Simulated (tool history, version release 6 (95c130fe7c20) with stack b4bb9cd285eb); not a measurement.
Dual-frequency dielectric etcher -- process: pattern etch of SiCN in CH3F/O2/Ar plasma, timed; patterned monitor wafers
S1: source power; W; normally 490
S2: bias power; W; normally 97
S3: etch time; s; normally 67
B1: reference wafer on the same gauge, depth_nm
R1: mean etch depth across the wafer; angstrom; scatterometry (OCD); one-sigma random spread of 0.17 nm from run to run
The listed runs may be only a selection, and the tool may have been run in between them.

{"run": 1, "day": 0.0, "S1": 490, "S2": 97, "S3": 67, "B1": 30.58, "R1": 317.6}
{"day": 3.204, "done": "wet clean of the chamber"}
{"run": 2, "day": 3.225, "S1": 490, "S2": 97, "S3": 67, "B1": 30.65, "R1": 317.2}
{"run": 3, "day": 5.358, "S1": 490, "S2": 97, "S3": 52, "B1": 30.67, "R1": 247.0}
{"run": 4, "day": 8.779, "S1": 490, "S2": 83, "S3": 67, "B1": 30.8, "R1": 298.7}
{"run": 5, "day": 10.633, "S1": 490, "S2": 83, "S3": 67, "B1": 30.81, "R1": 300.7}
{"run": 6, "day": 13.375, "S1": 570, "S2": 97, "S3": 67, "B1": 30.87, "R1": 341.9}
{"run": 7, "day": 15.171, "S1": 570, "S2": 97, "S3": 67, "B1": 30.95, "R1": 342.4}
{"run": 8, "day": 18.458, "S1": 520, "S2": 97, "S3": 67, "B1": 31.11, "R1": 332.5}
{"run": 9, "day": 22.042, "S1": 520, "S2": 97, "S3": 67, "B1": 31.09, "R1": 332.5}
{"day": 25.35, "done": "wet clean of the chamber"}
{"run": 10, "day": 25.371, "S1": 490, "S2": 97, "S3": 67, "B1": 31.27, "R1": 322.3}
{"run": 11, "day": 28.262, "S1": 490, "S2": 97, "S3": 67, "B1": 31.34, "R1": 326.4}

Run 12 has not been measured yet. What should we expect?
{"day": 30.375, "done": "source power generator calibrated"}
{"run": 12, "day": 30.971, "S1": 490, "S2": 97, "S3": 75, "B1": "?", "R1": "?"}

Run 12 gave B1 31.51, R1 365.7 angstrom.
With no hidden state in the tool, this same run would have given R1 344.4 angstrom.
